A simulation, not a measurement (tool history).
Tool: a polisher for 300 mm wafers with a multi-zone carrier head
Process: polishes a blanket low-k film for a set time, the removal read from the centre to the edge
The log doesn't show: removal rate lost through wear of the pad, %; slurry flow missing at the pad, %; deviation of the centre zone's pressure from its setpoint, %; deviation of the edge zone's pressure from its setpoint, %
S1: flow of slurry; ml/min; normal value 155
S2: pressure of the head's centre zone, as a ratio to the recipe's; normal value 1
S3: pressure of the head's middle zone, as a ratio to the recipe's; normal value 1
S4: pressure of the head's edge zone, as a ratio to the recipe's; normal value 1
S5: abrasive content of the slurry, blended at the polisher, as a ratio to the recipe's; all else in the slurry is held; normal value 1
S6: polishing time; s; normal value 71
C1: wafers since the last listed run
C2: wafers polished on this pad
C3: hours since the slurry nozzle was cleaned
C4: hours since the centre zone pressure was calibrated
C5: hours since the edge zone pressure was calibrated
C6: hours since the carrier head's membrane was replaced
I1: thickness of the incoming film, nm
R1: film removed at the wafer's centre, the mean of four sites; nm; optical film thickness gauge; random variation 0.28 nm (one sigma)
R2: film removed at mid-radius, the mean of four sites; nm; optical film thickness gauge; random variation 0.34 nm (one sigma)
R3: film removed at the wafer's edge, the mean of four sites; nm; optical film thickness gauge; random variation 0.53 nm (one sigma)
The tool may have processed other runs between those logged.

run	hour	S1	S2	S3	S4	S5	S6	C1	C2	C3	C4	C5	C6	I1	R1	R2	R3
1	0	155	1	1	1	1	71	0	618	477.7	904.3	4	923.1	725.2	43	42.4	41.9
2	20.8	155	1	1	1	1	61	193	811	498.5	925.1	24.8	943.9	730.3	36.4	35.7	35.6
3	36.2	155	1	1	1	1	71	143	954	513.9	940.5	40.2	959.3	726.9	42.3	41.6	42.5
4	98.1	155	1.12	1	1	1	82	575	1530	575.8	1002.4	102.1	1021.2	723	54.1	47.5	47.4
5	118.4	155	1	0.89	1	1	62	188	1718	596.1	1022.7	122.4	1041.5	716.7	36.1	32.3	35.8
# hour 126.2: worn pad replaced by a new one
6	153.8	155	1	0.9	1	1.25	71	291	256	631.5	1058.1	157.8	1076.9	733.3	45.1	41.3	45
# hour 162.6: carrier head's membrane replaced by a new one
7	177.9	200	0.93	1	1	1	71	177	433	655.6	1082.2	181.9	15.3	742.3	40.9	42.7	43.8
8	204.3	120	0.9	0.91	1	1	71	245	678	682	1108.6	208.3	41.7	725.2	33.6	35.3	39.4
9	223.4	140	1	1	1	1.2	83	177	856	701.1	1127.7	227.4	60.8	745	48.8	48.3	49.4
# hour 245.7: slurry nozzle cleaned
10	256.6	155	1	1	1	1	71	299	1155	10.9	1160.9	260.6	94	730.3	43.3	43.1	42.7
# hour 259.5: centre zone pressure recalibrated
11	291.8	155	1	1	1	1	71	308	1464	46.1	32.3	295.8	129.2	730.1	42.6	42.7	42.4
12	314.8	155	0.92	0.95	0.95	0.7	71	213	1677	69.1	55.3	318.8	152.2	714.9	35.6	36.1	37.5
# hour 320.8: worn pad replaced by a new one
13	339.9	140	1	1	1	1.2	83	196	177	94.2	80.4	343.9	177.3	734.5	53.9	52.9	53.6
14	375.4	155	1	1	1	1	90	329	507	129.7	115.9	379.4	212.8	724	56.1	55	55.5
15	397.9	155	0.89	1	1	1	71	209	716	152.2	138.4	401.9	235.3	739.7	39.1	43	42.3
16	423.3	155	1	1	1	1	71	236	952	177.6	163.8	427.3	260.7	743.6	43.2	42.7	42.4
17	447	155	1.12	1.11	1.05	1	63	220	1172	201.3	187.5	451	284.4	735.8	43	41.3	38.1
18	475.8	155	1	1	1.05	1.15	96	267	1440	230.1	216.3	479.8	313.2	738.4	61	60.7	60.6
# hour 495: worn pad replaced by a new one
19	495.5	110	0.91	1	1	1	71	145	4	249.8	236	499.5	332.9	737.2	37.4	41.9	43.3
20	510.7	130	1	1	0.88	1	78	141	145	265	251.2	514.7	348.1	727.1	47.4	46.8	45.4
21	523.8	155	1	1.09	1	1	71	121	267	278.1	264.3	527.8	361.2	719.4	44.5	47	43.7

Alternative continuations, all from the tool just after run 21; predict every row:
A	524.2	155	1	1	1.07	1	71	3	271	278.5	264.7	528.2	361.6	728	?	?	?
B	524.2	155	1.1	0.94	0.93	0.85	71	3	271	278.5	264.7	528.2	361.6	728	?	?	?
C	524.2	155	1	1	1.12	1	64	3	271	278.5	264.7	528.2	361.6	728	?	?	?
D	524.2	155	1	1	1	1.2	71	3	271	278.5	264.7	528.2	361.6	728	?	?	?
E	524.2	125	1.06	1	1	1	71	3	271	278.5	264.7	528.2	361.6	728	?	?	?

run	R1	R2	R3
A	44.4	43.2	44.9
B	46.3	38.9	40.9
C	40	38.9	41.1
D	47	45.7	46.6
E	44.7	41.3	42.6
With the hidden condition removed and each run's random variation left untouched, the same runs would have given:
run	R1	R2	R3
A	45.7	44.4	46.1
B	47.8	40	41.9
C	41.2	40.1	42.1
D	48.5	47.1	47.8
E	46.3	42.6	43.8
